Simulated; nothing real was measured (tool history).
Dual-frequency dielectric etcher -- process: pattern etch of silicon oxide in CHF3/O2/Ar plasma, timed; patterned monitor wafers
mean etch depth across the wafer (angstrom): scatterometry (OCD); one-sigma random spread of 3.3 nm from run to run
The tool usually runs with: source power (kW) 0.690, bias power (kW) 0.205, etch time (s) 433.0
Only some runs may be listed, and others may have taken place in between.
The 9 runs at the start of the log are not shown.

run,hour,source power (kW),bias power (kW),etch time (s),wafers since the last listed run,hours since the last wet clean,hours since the last source power generator calibration,hours since the last bias power generator calibration,hours since the last upper electrode change,hours since the gauge calibration,"read-back reference wafer on the same gauge, depth_nm",mean etch depth across the wafer (angstrom)
10,218.8,0.690,0.234,433.0,159,123.8,2216.1,2926.7,33.8,598.8,872.8,9840
11,242.1,0.690,0.234,433.0,118,147.1,2239.4,2950.0,57.1,622.1,874.5,9894
12,272.5,0.590,0.233,433.0,154,177.5,2269.8,2980.4,87.5,652.5,874.2,9290
13,302.7,0.690,0.205,339.5,153,207.7,2300.0,3010.6,117.7,682.7,876.1,7297
14,319.7,0.690,0.205,352.5,86,224.7,2317.0,3027.6,134.7,699.7,876.4,7591
15,352.9,0.540,0.165,433.0,168,257.9,2350.2,3060.8,167.9,732.9,877.6,7624
16,385.9,0.690,0.205,433.0,167,290.9,2383.2,3093.8,200.9,765.9,878.9,9283
17,417.2,0.580,0.244,470.5,158,322.2,2414.5,3125.1,232.2,797.2,880.0,10361
# hour 440.9: gauge calibrated
18,443.0,0.610,0.173,540.5,130,348.0,2440.3,3150.9,258.0,2.1,855.2,9855
# hour 470.3: bias power generator calibrated
19,470.8,0.690,0.242,433.0,120,375.8,2468.1,0.5,285.8,29.9,856.5,9857
# hour 504.4: wet clean of the chamber
20,504.9,0.540,0.205,433.0,51,0.5,2502.2,34.6,319.9,64.0,859.1,8284
21,509.0,0.810,0.170,433.0,20,4.6,2506.3,38.7,324.0,68.1,858.0,8854
22,522.9,0.690,0.205,433.0,70,18.5,2520.2,52.6,337.9,82.0,857.3,9068
# hour 531.3: source power generator calibrated
23,554.1,0.690,0.231,327.5,137,49.7,22.8,83.8,369.1,113.2,857.7,7362
24,589.1,0.600,0.247,325.0,177,84.7,57.8,118.8,404.1,148.2,859.7,7120
25,605.1,0.750,0.205,433.0,81,100.7,73.8,134.8,420.1,164.2,861.3,9371
26,635.5,0.690,0.205,367.5,154,131.1,104.2,165.2,450.5,194.6,861.5,7761
27,666.5,0.690,0.205,433.0,157,162.1,135.2,196.2,481.5,225.6,862.2,9174

Run 28 is up next; what results do you expect?
28,699.7,0.690,0.205,384.0,168,195.3,168.4,229.4,514.7,258.8,?,?

{"run 28": {"read-back reference wafer on the same gauge, depth_nm": 863.4, "mean etch depth across the wafer (angstrom)": 8111}}
Had the tool carried no hidden state, the very same run would have given mean etch depth across the wafer (angstrom) 8049.
